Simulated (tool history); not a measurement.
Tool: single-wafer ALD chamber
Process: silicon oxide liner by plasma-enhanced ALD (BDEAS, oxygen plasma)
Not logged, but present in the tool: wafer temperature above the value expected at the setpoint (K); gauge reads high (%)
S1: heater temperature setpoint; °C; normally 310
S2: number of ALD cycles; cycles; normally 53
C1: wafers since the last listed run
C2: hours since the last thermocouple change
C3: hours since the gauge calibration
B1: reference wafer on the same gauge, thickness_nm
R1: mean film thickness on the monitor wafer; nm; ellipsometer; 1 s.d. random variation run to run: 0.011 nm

run	hour	S1	S2	C1	C2	C3	B1	R1
1	0.0	318	53	0	2225.8	222.8	4.389	4.407
2	38.1	310	53	281	2263.9	260.9	4.389	4.444
3	85.8	310	53	352	2311.6	308.6	4.392	4.458
4	146.5	315	53	448	2372.3	369.3	4.393	4.414
5	199.2	315	53	389	2425.0	422.0	4.393	4.433
6	231.1	315	53	235	2456.9	453.9	4.391	4.445
7	266.7	310	53	263	2492.5	489.5	4.390	4.465
8	329.0	310	56	460	2554.8	551.8	4.392	4.715
9	387.5	310	53	432	2613.3	610.3	4.390	4.473
10	445.0	310	53	425	2670.8	667.8	4.388	4.454
11	489.5	310	53	329	2715.3	712.3	4.390	4.452
12	527.2	310	53	278	2753.0	750.0	4.392	4.445
# hour 551.6: gauge calibrated
13	554.9	310	53	204	2780.7	3.3	4.389	4.450
14	682.0	310	53	939	2907.8	130.4	4.391	4.467
# hour 691.1: thermocouple changed; heater temperature recalibrated
15	737.2	324	46	349	46.1	185.6	4.390	3.794
16	776.6	306	53	291	85.5	225.0	4.390	4.489
17	808.1	310	53	232	117.0	256.5	4.392	4.461
18	866.0	318	53	428	174.9	314.4	4.390	4.419
19	894.7	310	63	212	203.6	343.1	4.391	5.297
20	931.8	302	58	274	240.7	380.2	4.389	4.935
21	978.9	306	53	348	287.8	427.3	4.390	4.489
22	1025.0	324	57	340	333.9	473.4	4.391	4.725
23	1089.5	310	53	477	398.4	537.9	4.389	4.485
24	1119.2	324	58	219	428.1	567.6	4.391	4.791
25	1187.7	310	53	506	496.6	636.1	4.390	4.449
26	1241.6	323	56	398	550.5	690.0	4.391	4.628
27	1267.5	310	53	191	576.4	715.9	4.389	4.466
# hour 1377.3: gauge calibrated
28	1468.4	305	60	1485	777.3	91.1	4.391	5.077

List, for all runs, the conditions of the tool that the log does not record:
wafer temperature above the value expected at the setpoint (K): 0 at every run
gauge reads high (%): 0 at every run

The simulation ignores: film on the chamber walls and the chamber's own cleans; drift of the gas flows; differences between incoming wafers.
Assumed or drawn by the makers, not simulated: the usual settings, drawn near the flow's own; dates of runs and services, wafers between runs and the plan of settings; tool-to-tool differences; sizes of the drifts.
